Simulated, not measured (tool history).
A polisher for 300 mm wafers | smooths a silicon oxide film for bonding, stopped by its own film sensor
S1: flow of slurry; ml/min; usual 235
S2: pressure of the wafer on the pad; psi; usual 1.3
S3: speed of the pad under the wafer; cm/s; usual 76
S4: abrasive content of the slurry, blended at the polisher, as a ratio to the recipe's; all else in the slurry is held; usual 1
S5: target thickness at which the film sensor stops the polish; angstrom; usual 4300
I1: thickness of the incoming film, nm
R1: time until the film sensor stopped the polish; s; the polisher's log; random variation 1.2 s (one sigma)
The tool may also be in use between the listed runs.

{"run": 1, "hour": 0.0, "S1": 235, "S2": 1.3, "S3": 76, "S4": 1, "S5": 4300, "I1": 456.5, "R1": 59.2}
{"run": 2, "hour": 23.3, "S1": 235, "S2": 1.1, "S3": 76, "S4": 1, "S5": 4300, "I1": 457.3, "R1": 67.9}
{"run": 3, "hour": 45.7, "S1": 235, "S2": 1.3, "S3": 76, "S4": 1, "S5": 4300, "I1": 464.5, "R1": 82.5}
{"run": 4, "hour": 61.1, "S1": 235, "S2": 1.3, "S3": 90, "S4": 1, "S5": 4300, "I1": 459.9, "R1": 66.1}
{"hour": 67.0, "done": "worn pad replaced by a new one"}
{"run": 5, "hour": 152.5, "S1": 175, "S2": 1.3, "S3": 76, "S4": 1, "S5": 4280, "I1": 461.6, "R1": 84.1}
{"hour": 167.5, "done": "worn pad replaced by a new one"}
{"hour": 176.0, "done": "slurry blender recalibrated"}
{"run": 6, "hour": 242.9, "S1": 175, "S2": 1.3, "S3": 76, "S4": 1, "S5": 4280, "I1": 453, "R1": 59.5}
{"run": 7, "hour": 262.7, "S1": 235, "S2": 1.3, "S3": 76, "S4": 1, "S5": 4300, "I1": 453.3, "R1": 55.7}
{"hour": 281.6, "done": "worn pad replaced by a new one, of another model than before"}
{"run": 8, "hour": 298.7, "S1": 235, "S2": 1.3, "S3": 76, "S4": 1, "S5": 4300, "I1": 458.1, "R1": 63.1}
{"run": 9, "hour": 326.5, "S1": 235, "S2": 1.3, "S3": 76, "S4": 1, "S5": 4300, "I1": 459.4, "R1": 65.1}
{"hour": 344.7, "done": "head pressure recalibrated"}
{"hour": 390.0, "done": "worn pad replaced by a new one"}
{"hour": 402.5, "done": "slurry nozzle cleaned"}
{"run": 10, "hour": 404.6, "S1": 235, "S2": 1.3, "S3": 64, "S4": 1, "S5": 4300, "I1": 455.4, "R1": 59.2}
{"run": 11, "hour": 422.2, "S1": 295, "S2": 1.5, "S3": 68, "S4": 1.1, "S5": 4300, "I1": 456.3, "R1": 50.7}
{"run": 12, "hour": 457.3, "S1": 260, "S2": 1.3, "S3": 76, "S4": 1, "S5": 4300, "I1": 458.3, "R1": 64.5}
{"run": 13, "hour": 478.1, "S1": 235, "S2": 1.3, "S3": 76, "S4": 1.1, "S5": 4300, "I1": 460.8, "R1": 69}
{"hour": 484.5, "done": "worn pad replaced by a new one"}
{"run": 14, "hour": 504.0, "S1": 235, "S2": 1.3, "S3": 76, "S4": 1, "S5": 4300, "I1": 463, "R1": 73.5}
{"run": 15, "hour": 532.3, "S1": 300, "S2": 1.8, "S3": 76, "S4": 1, "S5": 4300, "I1": 458.7, "R1": 51}
{"run": 16, "hour": 554.0, "S1": 235, "S2": 1.3, "S3": 76, "S4": 0.85, "S5": 4300, "I1": 463.2, "R1": 87.4}

Some steps in R1 between neighbouring runs. How much of each would the tool show without its hidden state too (settings, what came in, random variation), and how much is left for the hidden state, with any gauge scatter that isn't in both results?
The hidden state here: removal rate lost through wear of the pad, %; slurry flow missing at the pad, %; deviation of the head's pressure from its setpoint, %; abrasive missing from the slurry, %.
Run 13 -> 14: S4 1.1 -> 1, worn pad replaced by a new one. R1 +4.5 s: hidden state -5.9, all else +10.4.
Run 15 -> 16: S1 300 -> 235, S2 1.8 -> 1.3, S4 1 -> 0.85. R1 +36.4 s: hidden state +4, all else +32.4.
